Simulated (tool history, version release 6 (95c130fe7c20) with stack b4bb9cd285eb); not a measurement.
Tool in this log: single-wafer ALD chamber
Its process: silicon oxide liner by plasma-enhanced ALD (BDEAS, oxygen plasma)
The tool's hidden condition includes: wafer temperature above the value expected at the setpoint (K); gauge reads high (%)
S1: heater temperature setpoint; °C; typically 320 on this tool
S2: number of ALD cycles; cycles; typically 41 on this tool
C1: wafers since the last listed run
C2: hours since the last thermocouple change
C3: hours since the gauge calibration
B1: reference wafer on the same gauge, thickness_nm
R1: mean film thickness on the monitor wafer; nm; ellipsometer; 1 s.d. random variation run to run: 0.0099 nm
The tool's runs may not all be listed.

run,day,S1,S2,C1,C2,C3,B1,R1
1,0.000,320,41,0,1654.0,764.9,3.356,4.031
2,2.183,327,46,520,1706.4,817.3,3.360,4.486
3,4.929,320,41,655,1772.3,883.2,3.365,4.028
4,6.404,320,41,351,1807.7,918.6,3.365,4.037
5,8.442,317,47,486,1856.6,967.5,3.367,4.676
6,10.646,320,41,525,1909.5,1020.4,3.372,4.041
7,12.888,330,41,534,1963.3,1074.2,3.372,3.970
8,14.333,330,41,344,1998.0,1108.9,3.377,3.983
# day 16.158: thermocouple changed; heater temperature recalibrated
9,16.179,330,41,360,0.5,1153.2,3.381,3.987
# day 18.671: gauge calibrated
10,24.650,329,41,2021,203.8,143.5,3.298,3.895
11,25.929,315,33,305,234.5,174.2,3.302,3.211

Run 12 has not been measured yet. What should we expect?
12,28.683,330,36,657,300.6,240.3,?,?

Run 12 produced B1 3.307, R1 3.433 nm.
On a tool with no hidden condition, and with the same random variation, this run would have come out at R1 3.427 nm.
